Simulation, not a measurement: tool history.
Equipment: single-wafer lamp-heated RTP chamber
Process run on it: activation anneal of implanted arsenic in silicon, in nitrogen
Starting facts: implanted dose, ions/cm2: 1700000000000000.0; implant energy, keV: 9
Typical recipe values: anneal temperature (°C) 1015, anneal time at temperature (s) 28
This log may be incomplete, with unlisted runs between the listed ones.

| run | hour | anneal temperature (°C) | anneal time at temperature (s) | read-back reference wafer on the same gauge, sheet resistance | sheet resistance of the implanted and annealed layer (ohm/square) |
|---|---|---|---|---|---|
| 1 | 0.0 | 1015 | 28 | 99.99 | 99.65 |
|  | 33.1 | reflector plate cleaned |
| 2 | 33.6 | 1015 | 28 | 99.95 | 102.94 |
| 3 | 53.5 | 1015 | 28 | 100.02 | 102.29 |
|  | 231.7 | pyrometer window cleaned and pyrometer calibrated |
| 4 | 243.4 | 1015 | 28 | 100.02 | 102.79 |
| 5 | 287.3 | 1015 | 28 | 100.03 | 102.90 |
| 6 | 318.0 | 1008 | 28 | 99.95 | 108.06 |
| 7 | 377.4 | 1008 | 28 | 100.03 | 108.06 |
| 8 | 405.2 | 1015 | 32 | 100.03 | 98.18 |
| 9 | 465.5 | 1015 | 32 | 99.99 | 98.45 |
| 10 | 526.1 | 1015 | 32 | 100.01 | 97.63 |
| 11 | 572.1 | 1015 | 33 | 100.06 | 96.56 |
|  | 597.9 | pyrometer window cleaned and pyrometer calibrated |
| 12 | 638.2 | 1015 | 33 | 99.98 | 97.22 |
| 13 | 747.1 | 1015 | 33 | 100.03 | 95.72 |
|  | 765.0 | reflector plate cleaned |
| 14 | 771.5 | 1001 | 33 | 100.10 | 109.85 |
| 15 | 832.9 | 1001 | 33 | 100.02 | 109.36 |
| 16 | 861.5 | 1001 | 33 | 100.07 | 109.59 |
| 17 | 895.7 | 1000 | 40 | 99.94 | 104.55 |
| 18 | 964.7 | 1004 | 28 | 100.02 | 110.28 |
| 19 | 990.0 | 995 | 16 | 100.11 | 134.34 |
|  | 1017.3 | pyrometer window cleaned and pyrometer calibrated |
|  | 1034.8 | gauge calibrated |
| 20 | 1039.6 | 1008 | 28 | 99.99 | 109.32 |
| 21 | 1092.5 | 1027 | 28 | 99.94 | 94.86 |
| 22 | 1156.0 | 1026 | 20 | 100.01 | 103.76 |
| 23 | 1215.6 | 1015 | 28 | 100.03 | 101.85 |
| 24 | 1267.7 | 1032 | 40 | 100.04 | 83.56 |
| 25 | 1334.0 | 1033 | 19 | 100.00 | 98.73 |
| 26 | 1392.2 | 1015 | 28 | 99.98 | 100.22 |
|  | 1421.0 | pyrometer window cleaned and pyrometer calibrated |
| 27 | 1463.9 | 1015 | 28 | 100.03 | 101.16 |
| 28 | 1496.7 | 993 | 38 | 99.96 | 110.11 |
| 29 | 1543.2 | 1015 | 22 | 99.97 | 107.15 |
|  | 1553.3 | reflector plate cleaned |
| 30 | 1686.5 | 1024 | 35 | 99.99 | 91.28 |
| 31 | 1720.3 | 1006 | 14 | 100.05 | 129.53 |
| 32 | 1765.3 | 1015 | 28 | 99.96 | 102.45 |
| 33 | 1831.9 | 1006 | 38 | 99.99 | 100.59 |
|  | 1846.8 | pyrometer window cleaned and pyrometer calibrated |
| 34 | 1868.2 | 1015 | 28 | 99.94 | 102.94 |
| 35 | 1914.9 | 1034 | 18 | 99.99 | 101.34 |
| 36 | 1964.2 | 1043 | 39 | 99.97 | 79.90 |

Branching from run 36: 4 alternative next runs. What would each branch give?
| A | 1964.6 | 1015 | 38 | ? | ? |
| B | 1964.6 | 987 | 23 | ? | ? |
| C | 1964.6 | 1029 | 23 | ? | ? |
| D | 1964.6 | 1015 | 40 | ? | ? |

| run | read-back reference wafer on the same gauge, sheet resistance | sheet resistance of the implanted and annealed layer (ohm/square) |
|---|---|---|
| A | 100.06 | 95.36 |
| B | 100.06 | 132.69 |
| C | 100.06 | 98.51 |
| D | 100.06 | 94.15 |
What these runs would have given with no unlogged condition in the tool:
| run | sheet resistance of the implanted and annealed layer (ohm/square) |
|---|---|
| A | 96.98 |
| B | 134.96 |
| C | 100.07 |
| D | 95.75 |
